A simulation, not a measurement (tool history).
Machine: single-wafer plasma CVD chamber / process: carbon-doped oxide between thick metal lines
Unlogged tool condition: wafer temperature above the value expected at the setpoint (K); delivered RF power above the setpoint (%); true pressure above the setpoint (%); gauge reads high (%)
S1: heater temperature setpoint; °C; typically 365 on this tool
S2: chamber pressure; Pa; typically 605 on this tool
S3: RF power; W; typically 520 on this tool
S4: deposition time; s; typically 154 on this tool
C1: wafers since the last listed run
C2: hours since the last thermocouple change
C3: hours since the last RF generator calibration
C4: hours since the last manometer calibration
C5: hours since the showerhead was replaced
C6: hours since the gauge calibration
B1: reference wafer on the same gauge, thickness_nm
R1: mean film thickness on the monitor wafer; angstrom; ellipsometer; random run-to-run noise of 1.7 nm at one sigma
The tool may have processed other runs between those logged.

| run | hour | S1 | S2 | S3 | S4 | C1 | C2 | C3 | C4 | C5 | C6 | B1 | R1 |
|---|---|---|---|---|---|---|---|---|---|---|---|---|---|
| 1 | 0.0 | 365 | 605 | 520 | 154 | 0 | 2125.1 | 1973.8 | 1519.0 | 1.9 | 522.2 | 613.995 | 7109.29 |
|  | 6.6 | gauge calibrated |
|  | 11.9 | capacitance manometer re-zeroed and calibrated |
| 2 | 12.4 | 365 | 605 | 520 | 154 | 58 | 2137.5 | 1986.2 | 0.5 | 14.3 | 5.8 | 614.046 | 7119.72 |
| 3 | 18.4 | 365 | 605 | 520 | 154 | 79 | 2143.5 | 1992.2 | 6.5 | 20.3 | 11.8 | 613.997 | 7127.34 |
| 4 | 27.2 | 351 | 741 | 520 | 145 | 117 | 2152.3 | 2001.0 | 15.3 | 29.1 | 20.6 | 614.063 | 7076.40 |
| 5 | 36.4 | 352 | 691 | 620 | 182 | 122 | 2161.5 | 2010.2 | 24.5 | 38.3 | 29.8 | 613.953 | 9689.60 |
| 6 | 50.6 | 365 | 605 | 520 | 161 | 189 | 2175.7 | 2024.4 | 38.7 | 52.5 | 44.0 | 613.777 | 7412.70 |
| 7 | 67.8 | 376 | 493 | 545 | 181 | 229 | 2192.9 | 2041.6 | 55.9 | 69.7 | 61.2 | 613.991 | 8251.44 |
| 8 | 83.7 | 356 | 728 | 545 | 154 | 211 | 2208.8 | 2057.5 | 71.8 | 85.6 | 77.1 | 614.048 | 7636.01 |
| 9 | 90.8 | 374 | 605 | 520 | 154 | 94 | 2215.9 | 2064.6 | 78.9 | 92.7 | 84.2 | 613.845 | 7016.89 |
| 10 | 102.4 | 365 | 605 | 520 | 154 | 154 | 2227.5 | 2076.2 | 90.5 | 104.3 | 95.8 | 614.010 | 7113.54 |
| 11 | 110.8 | 365 | 605 | 520 | 154 | 111 | 2235.9 | 2084.6 | 98.9 | 112.7 | 104.2 | 614.238 | 7132.06 |
| 12 | 121.0 | 365 | 740 | 520 | 176 | 135 | 2246.1 | 2094.8 | 109.1 | 122.9 | 114.4 | 614.266 | 8335.83 |
| 13 | 131.8 | 350 | 679 | 495 | 166 | 143 | 2256.9 | 2105.6 | 119.9 | 133.7 | 125.2 | 614.114 | 7851.95 |
|  | 141.7 | thermocouple changed; heater temperature recalibrated |
| 14 | 149.4 | 365 | 605 | 520 | 154 | 127 | 7.7 | 2123.2 | 137.5 | 151.3 | 142.8 | 614.096 | 7145.32 |
| 15 | 160.7 | 365 | 464 | 520 | 154 | 150 | 19.0 | 2134.5 | 148.8 | 162.6 | 154.1 | 613.778 | 6940.86 |
|  | 172.6 | RF generator calibrated |
| 16 | 173.1 | 356 | 728 | 545 | 154 | 58 | 31.4 | 0.5 | 161.2 | 175.0 | 166.5 | 614.101 | 7856.33 |
| 17 | 180.2 | 365 | 749 | 520 | 154 | 94 | 38.5 | 7.6 | 168.3 | 182.1 | 173.6 | 613.984 | 7500.17 |
| 18 | 195.4 | 380 | 491 | 520 | 127 | 202 | 53.7 | 22.8 | 183.5 | 197.3 | 188.8 | 614.169 | 5769.44 |
| 19 | 211.8 | 365 | 605 | 520 | 154 | 218 | 70.1 | 39.2 | 199.9 | 213.7 | 205.2 | 613.881 | 7361.70 |
| 20 | 221.4 | 365 | 605 | 555 | 154 | 127 | 79.7 | 48.8 | 209.5 | 223.3 | 214.8 | 613.929 | 7644.84 |
| 21 | 236.3 | 354 | 708 | 520 | 168 | 198 | 94.6 | 63.7 | 224.4 | 238.2 | 229.7 | 613.564 | 8354.41 |
| 22 | 250.1 | 365 | 488 | 565 | 154 | 183 | 108.4 | 77.5 | 238.2 | 252.0 | 243.5 | 613.855 | 7543.99 |
| 23 | 257.5 | 370 | 553 | 575 | 146 | 98 | 115.8 | 84.9 | 245.6 | 259.4 | 250.9 | 613.755 | 7238.94 |
| 24 | 263.8 | 365 | 605 | 520 | 154 | 83 | 122.1 | 91.2 | 251.9 | 265.7 | 257.2 | 613.953 | 7368.95 |
| 25 | 280.1 | 358 | 605 | 520 | 154 | 217 | 138.4 | 107.5 | 268.2 | 282.0 | 273.5 | 614.184 | 7449.62 |
| 26 | 288.7 | 352 | 605 | 555 | 154 | 114 | 147.0 | 116.1 | 276.8 | 290.6 | 282.1 | 613.927 | 7860.00 |
| 27 | 303.2 | 365 | 605 | 520 | 154 | 193 | 161.5 | 130.6 | 291.3 | 305.1 | 296.6 | 614.314 | 7345.00 |

Consider 5 possible next runs. They are alternatives, not a sequence: every one starts from the tool as it was left by run 27. What does each give?
| A | 303.6 | 365 | 605 | 520 | 154 | 5 | 161.9 | 131.0 | 291.7 | 305.5 | 297.0 | ? | ? |
| B | 303.6 | 370 | 664 | 560 | 176 | 5 | 161.9 | 131.0 | 291.7 | 305.5 | 297.0 | ? | ? |
| C | 303.6 | 365 | 605 | 520 | 163 | 5 | 161.9 | 131.0 | 291.7 | 305.5 | 297.0 | ? | ? |
| D | 303.6 | 365 | 605 | 520 | 140 | 5 | 161.9 | 131.0 | 291.7 | 305.5 | 297.0 | ? | ? |
| E | 303.6 | 365 | 605 | 520 | 142 | 5 | 161.9 | 131.0 | 291.7 | 305.5 | 297.0 | ? | ? |

| run | B1 | R1 |
|---|---|---|
| A | 614.202 | 7347.73 |
| B | 614.202 | 8743.21 |
| C | 614.202 | 7775.64 |
| D | 614.202 | 6682.10 |
| E | 614.202 | 6777.19 |
The same runs, with their run-to-run variation unchanged, on a tool lacking any hidden condition would have given:
| run | R1 |
|---|---|
| A | 7378.92 |
| B | 8779.17 |
| C | 7808.65 |
| D | 6710.46 |
| E | 6805.96 |

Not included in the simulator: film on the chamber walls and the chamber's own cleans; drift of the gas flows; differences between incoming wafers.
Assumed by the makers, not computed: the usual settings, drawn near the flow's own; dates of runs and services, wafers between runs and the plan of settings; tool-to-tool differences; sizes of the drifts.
